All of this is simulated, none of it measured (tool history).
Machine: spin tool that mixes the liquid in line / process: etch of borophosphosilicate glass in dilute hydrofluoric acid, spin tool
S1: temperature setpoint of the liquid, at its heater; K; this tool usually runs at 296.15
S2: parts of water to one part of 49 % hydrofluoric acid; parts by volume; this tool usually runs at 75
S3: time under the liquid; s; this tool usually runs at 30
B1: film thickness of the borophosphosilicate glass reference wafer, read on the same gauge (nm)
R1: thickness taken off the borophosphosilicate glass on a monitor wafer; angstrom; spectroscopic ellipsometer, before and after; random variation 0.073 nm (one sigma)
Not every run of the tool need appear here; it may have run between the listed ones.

Run 1, day 0.000: usual settings but S2 55 parts by volume; B1 100.05. Result: R1 284.0 angstrom.
Run 2, day 0.421: usual settings but S2 55 parts by volume; B1 99.98. Result: R1 284.0 angstrom.
Run 3, day 0.854: usual settings but S3 45 s; B1 99.95. Result: R1 303.4 angstrom.
Run 4, day 1.296: usual settings but S3 45 s; B1 100.01. Result: R1 302.2 angstrom.
Run 5, day 1.783: usual settings but S3 45 s; B1 99.96. Result: R1 301.7 angstrom.
Run 6, day 2.079: usual settings; B1 100.03. Result: R1 201.2 angstrom.
Run 7, day 2.571: usual settings; B1 99.98. Result: R1 201.7 angstrom.
Run 8, day 2.950: usual settings; B1 100.01. Result: R1 201.1 angstrom.
Run 9, day 3.275: usual settings but S2 85 parts by volume; B1 100.00. Result: R1 175.7 angstrom.
Run 10, day 3.829: usual settings but S2 85 parts by volume; B1 99.94. Result: R1 175.7 angstrom.
Run 11, day 4.171: usual settings but S1 294.65 K; B1 99.96. Result: R1 189.5 angstrom.
Run 12, day 4.592: usual settings; B1 99.99. Result: R1 201.1 angstrom.
Run 13, day 5.012: usual settings but S1 294.15 K; B1 100.01. Result: R1 186.5 angstrom.
Run 14, day 5.517: usual settings but S1 292.65 K, S2 60 parts by volume; B1 99.99. Result: R1 222.8 angstrom.
Run 15, day 6.162: usual settings; B1 100.02. Result: R1 200.7 angstrom.
Run 16, day 6.642: usual settings but S1 298.15 K, S2 35 parts by volume, S3 40 s; B1 100.03. Result: R1 662.2 angstrom.
Run 17, day 6.925: usual settings but S1 291.15 K, S3 15 s; B1 99.99. Result: R1 81.7 angstrom.
Run 18, day 7.292: usual settings but S1 300.15 K, S2 60 parts by volume, S3 15 s; B1 100.00. Result: R1 150.0 angstrom.
Run 19, day 7.800: usual settings; B1 100.00. Result: R1 200.9 angstrom.
Run 20, day 9.346: usual settings; B1 100.01. Result: R1 202.4 angstrom.
Run 21, day 9.604: usual settings but S3 20 s; B1 99.99. Result: R1 134.3 angstrom.
Run 22, day 10.108: usual settings but S1 297.65 K, S3 25 s; B1 100.03. Result: R1 179.5 angstrom.
Run 23, day 10.596: usual settings but S1 300.15 K, S3 45 s; B1 99.96. Result: R1 356.7 angstrom.
Run 24, day 11.150: usual settings but S1 294.65 K, S2 50 parts by volume; B1 100.02. Result: R1 295.7 angstrom.
Run 25, day 12.833: usual settings but S3 15 s; B1 99.96. Result: R1 101.0 angstrom.
Run 26, day 13.412: usual settings but S1 300.65 K; B1 100.00. Result: R1 240.6 angstrom.
Run 27, day 13.775: usual settings but S1 300.65 K, S2 45 parts by volume, S3 15 s; B1 100.01. Result: R1 211.0 angstrom.
Run 28, day 14.104: usual settings but S1 300.15 K; B1 100.00. Result: R1 237.0 angstrom.
Run 29, day 14.592: usual settings but S1 299.65 K, S2 55 parts by volume; B1 100.02. Result: R1 325.2 angstrom.
Run 30, day 14.842: usual settings but S2 85 parts by volume; B1 99.98. Result: R1 175.4 angstrom.
Run 31, day 15.412: usual settings but S2 95 parts by volume, S3 35 s; B1 100.02. Result: R1 181.8 angstrom.
Run 32, day 16.088: usual settings; B1 100.02. Result: R1 200.7 angstrom.

Withheld: 3 entries from between the runs. Position of each, and hidden state at the listed run before versus the listed run after:
After run 7, before run 8: gauge calibrated (day 2.579)
  no difference in the tool's unlogged condition between these two runs
After run 14, before run 15: hydrofluoric acid flow meter replaced (day 5.750)
  no difference in the tool's unlogged condition between these two runs
After run 23, before run 24: thermometer replaced (day 10.888)
  no difference in the tool's unlogged condition between these two runs
